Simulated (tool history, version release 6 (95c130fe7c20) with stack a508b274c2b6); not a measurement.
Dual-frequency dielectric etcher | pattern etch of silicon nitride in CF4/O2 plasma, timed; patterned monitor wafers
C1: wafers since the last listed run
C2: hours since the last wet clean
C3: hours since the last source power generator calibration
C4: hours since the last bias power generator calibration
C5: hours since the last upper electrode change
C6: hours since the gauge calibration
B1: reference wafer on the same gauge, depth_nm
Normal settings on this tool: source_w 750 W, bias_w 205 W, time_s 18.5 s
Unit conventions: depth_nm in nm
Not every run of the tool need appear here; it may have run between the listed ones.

Run 1, hour 0: usual settings but time_s 20.5 s; C1 0; C2 357.7; C3 3919.6; C4 1528.9; C5 1882.7; C6 104.1; B1 49.3. Result: depth_nm 57.4 nm.
Run 2, hour 10.5: usual settings; C1 145; C2 368.2; C3 3930.1; C4 1539.4; C5 1893.2; C6 114.6; B1 49.3. Result: depth_nm 51.8 nm.
Run 3, hour 26.7: usual settings; C1 225; C2 384.4; C3 3946.3; C4 1555.6; C5 1909.4; C6 130.8; B1 49.3. Result: depth_nm 51.8 nm.
Run 4, hour 35: usual settings; C1 115; C2 392.7; C3 3954.6; C4 1563.9; C5 1917.7; C6 139.1; B1 49.3. Result: depth_nm 51.7 nm.
Run 5, hour 59: usual settings but time_s 15.5 s; C1 333; C2 416.7; C3 3978.6; C4 1587.9; C5 1941.7; C6 163.1; B1 49.3. Result: depth_nm 43.2 nm.
Run 6, hour 112.3: usual settings but time_s 15.5 s; C1 740; C2 470; C3 4031.9; C4 1641.2; C5 1995; C6 216.4; B1 49.3. Result: depth_nm 43 nm.
Run 7, hour 126.4: usual settings; C1 195; C2 484.1; C3 4046; C4 1655.3; C5 2009.1; C6 230.5; B1 49.3. Result: depth_nm 51.1 nm.
Run 8, hour 133.1: usual settings; C1 93; C2 490.8; C3 4052.7; C4 1662; C5 2015.8; C6 237.2; B1 49.3. Result: depth_nm 51.3 nm.
Run 9, hour 141.2: usual settings; C1 112; C2 498.9; C3 4060.8; C4 1670.1; C5 2023.9; C6 245.3; B1 49.3. Result: depth_nm 51.5 nm.
Run 10, hour 156.3: usual settings; C1 209; C2 514; C3 4075.9; C4 1685.2; C5 2039; C6 260.4; B1 49.3. Result: depth_nm 51.3 nm.
Run 11, hour 165.1: usual settings but source_w 710 W; C1 122; C2 522.8; C3 4084.7; C4 1694; C5 2047.8; C6 269.2; B1 49.3. Result: depth_nm 49.4 nm.
At hour 205.6: wet clean of the chamber.
Run 12, hour 206.1: usual settings; C1 236; C2 0.5; C3 4125.7; C4 1735; C5 2088.8; C6 310.2; B1 49.3. Result: depth_nm 49.5 nm.
Run 13, hour 206.4: usual settings; C1 4; C2 0.8; C3 4126; C4 1735.3; C5 2089.1; C6 310.5; B1 49.3. Result: depth_nm 50 nm.
Run 14, hour 208.2: usual settings; C1 25; C2 2.6; C3 4127.8; C4 1737.1; C5 2090.9; C6 312.3; B1 49.3. Result: depth_nm 49.9 nm.
Run 15, hour 214.4: usual settings; C1 86; C2 8.8; C3 4134; C4 1743.3; C5 2097.1; C6 318.5; B1 49.3. Result: depth_nm 49.5 nm.
At hour 222.7: bias power generator calibrated.
Run 16, hour 225.9: usual settings; C1 104; C2 20.3; C3 4145.5; C4 3.2; C5 2108.6; C6 330; B1 49.3. Result: depth_nm 49.6 nm.
At hour 255.8: upper electrode replaced.
At hour 268.7: wet clean of the chamber, repeated, since the last time left the tool worse.
Run 17, hour 269.2: usual settings but source_w 580 W, bias_w 241 W, time_s 14 s; C1 88; C2 0.5; C3 4188.8; C4 46.5; C5 13.4; C6 373.3; B1 49.3. Result: depth_nm 37.7 nm.
Run 18, hour 269.5: usual settings but source_w 640 W, time_s 16.5 s; C1 4; C2 0.8; C3 4189.1; C4 46.8; C5 13.7; C6 373.6; B1 49.3. Result: depth_nm 42.8 nm.
Run 19, hour 269.9: usual settings but source_w 830 W; C1 5; C2 1.2; C3 4189.5; C4 47.2; C5 14.1; C6 374; B1 49.3. Result: depth_nm 56.5 nm.
Run 20, hour 270.2: usual settings but bias_w 230 W; C1 4; C2 1.5; C3 4189.8; C4 47.5; C5 14.4; C6 374.3; B1 49.3. Result: depth_nm 56.6 nm.
Run 21, hour 282.8: usual settings but source_w 590 W; C1 175; C2 14.1; C3 4202.4; C4 60.1; C5 27; C6 386.9; B1 49.3. Result: depth_nm 45.8 nm.
Run 22, hour 300.6: usual settings but source_w 650 W, time_s 14 s; C1 247; C2 31.9; C3 4220.2; C4 77.9; C5 44.8; C6 404.7; B1 49.3. Result: depth_nm 36.7 nm.
At hour 306.5: gauge calibrated.
Run 23, hour 317.1: usual settings but source_w 710 W; C1 229; C2 48.4; C3 4236.7; C4 94.4; C5 61.3; C6 10.6; B1 49.3. Result: depth_nm 50.8 nm.
Run 24, hour 326.2: usual settings but source_w 900 W, bias_w 219 W, time_s 15.5 s; C1 126; C2 57.5; C3 4245.8; C4 103.5; C5 70.4; C6 19.7; B1 49.3. Result: depth_nm 51.2 nm.
Run 25, hour 333.7: usual settings but bias_w 232 W; C1 104; C2 65; C3 4253.3; C4 111; C5 77.9; C6 27.2; B1 49.3. Result: depth_nm 56.7 nm.
Run 26, hour 342.6: usual settings but source_w 920 W, bias_w 222 W, time_s 23.5 s; C1 123; C2 73.9; C3 4262.2; C4 119.9; C5 86.8; C6 36.1; B1 49.3. Result: depth_nm 80.3 nm.
At hour 349.4: source power generator calibrated.
Run 27, hour 359.2: usual settings; C1 175; C2 90.5; C3 9.8; C4 136.5; C5 103.4; C6 52.7; B1 49.3. Result: depth_nm 52.6 nm.
Run 28, hour 395.7: usual settings but bias_w 230 W, time_s 14 s; C1 507; C2 127; C3 46.3; C4 173; C5 139.9; C6 89.2; B1 49.3. Result: depth_nm 42.6 nm.
Run 29, hour 447.1: usual settings but bias_w 179 W, time_s 23.5 s; C1 714; C2 178.4; C3 97.7; C4 224.4; C5 191.3; C6 140.6; B1 49.3. Result: depth_nm 61.1 nm.
Run 30, hour 455.9: usual settings but bias_w 159 W, time_s 15.5 s; C1 122; C2 187.2; C3 106.5; C4 233.2; C5 200.1; C6 149.4; B1 49.3. Result: depth_nm 37.4 nm.

Predict each of these 4 candidate next runs independently; none follows another, all start after run 30:
Run A, hour 456.3: usual settings; C1 5; C2 187.6; C3 106.9; C4 233.6; C5 200.5; C6 149.8; B1 ?. Result: depth_nm ?.
Run B, hour 456.3: usual settings but time_s 22.5 s; C1 5; C2 187.6; C3 106.9; C4 233.6; C5 200.5; C6 149.8; B1 ?. Result: depth_nm ?.
Run C, hour 456.3: usual settings but source_w 690 W, bias_w 158 W, time_s 23 s; C1 5; C2 187.6; C3 106.9; C4 233.6; C5 200.5; C6 149.8; B1 ?. Result: depth_nm ?.
Run D, hour 456.3: usual settings but source_w 610 W, bias_w 224 W, time_s 23 s; C1 5; C2 187.6; C3 106.9; C4 233.6; C5 200.5; C6 149.8; B1 ?. Result: depth_nm ?.

run    B1  depth_nm
  A  49.3      52.4
  B  49.3      63.7
  C  49.3      52.5
  D  49.3      60.7
With the hidden condition removed and each run's random variation left untouched, the same runs would have given:
run  depth_nm
  A      52.6
  B        64
  C      52.8
  D        61
